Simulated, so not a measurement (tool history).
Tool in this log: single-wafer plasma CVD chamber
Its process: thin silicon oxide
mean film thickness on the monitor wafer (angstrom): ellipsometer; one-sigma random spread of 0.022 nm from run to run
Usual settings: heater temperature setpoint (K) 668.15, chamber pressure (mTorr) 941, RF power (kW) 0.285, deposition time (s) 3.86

run,hour,heater temperature setpoint (K),chamber pressure (mTorr),RF power (kW),deposition time (s),"read-back reference wafer on the same gauge, thickness_nm",mean film thickness on the monitor wafer (angstrom)
1,0.0,668.15,941,0.285,3.86,7.467,72.76
2,57.1,668.15,941,0.275,3.86,7.464,71.29
3,84.0,668.15,941,0.275,3.86,7.470,71.60
4,118.2,668.15,941,0.275,3.86,7.473,71.61
5,162.8,668.15,1054,0.285,3.86,7.472,79.48
6,211.9,668.15,1054,0.285,3.86,7.472,79.39
7,250.9,668.15,1054,0.285,3.86,7.469,79.95
8,309.6,677.15,1090,0.285,3.86,7.468,80.88
9,359.8,677.15,1090,0.285,3.86,7.472,81.25
10,430.1,677.15,1090,0.285,3.86,7.472,80.71
11,477.1,680.15,941,0.285,3.86,7.471,71.20
# hour 541.5: gauge calibrated
12,542.0,680.15,941,0.285,3.86,7.472,71.30
# hour 592.3: RF generator calibrated
# hour 628.2: capacitance manometer re-zeroed and calibrated
13,739.4,680.15,941,0.285,3.86,7.471,74.04
14,785.6,668.15,1006,0.285,4.12,7.473,84.32
# hour 810.5: showerhead replaced
# hour 811.2: thermocouple changed; heater temperature recalibrated
15,851.6,662.15,1033,0.330,4.60,7.469,101.32
16,900.0,668.15,818,0.265,3.86,7.467,62.97
17,953.5,668.15,941,0.285,3.86,7.469,74.62
18,982.3,668.15,941,0.285,3.86,7.470,74.95
19,1192.8,675.15,941,0.320,3.86,7.472,76.70
20,1249.8,673.15,1140,0.320,4.08,7.469,94.95
21,1276.4,668.15,941,0.285,3.86,7.468,73.87
22,1309.8,668.15,941,0.285,3.86,7.469,74.08
23,1366.4,656.15,1055,0.285,3.28,7.470,69.56
24,1430.8,681.15,779,0.285,3.49,7.469,54.41
25,1468.7,683.15,734,0.335,3.86,7.472,58.93
26,1496.8,672.15,941,0.265,3.86,7.465,71.67
27,1523.4,668.15,1069,0.235,3.86,7.472,75.90

Predict each of these 5 candidate next runs independently; none follows another, all start after run 27:
A,1523.8,668.15,941,0.285,4.29,?,?
B,1523.8,677.15,1133,0.310,3.86,?,?
C,1523.8,673.15,941,0.285,3.49,?,?
D,1523.8,668.15,941,0.255,3.43,?,?
E,1523.8,663.15,941,0.265,3.23,?,?

run,"read-back reference wafer on the same gauge, thickness_nm",mean film thickness on the monitor wafer (angstrom)
A,7.468,82.04
B,7.468,87.68
C,7.468,66.53
D,7.468,62.97
E,7.468,60.37
Stripped of hidden state, with their random variation kept, the same runs would have yielded:
run,mean film thickness on the monitor wafer (angstrom)
A,83.07
B,88.62
C,67.36
D,63.78
E,61.15
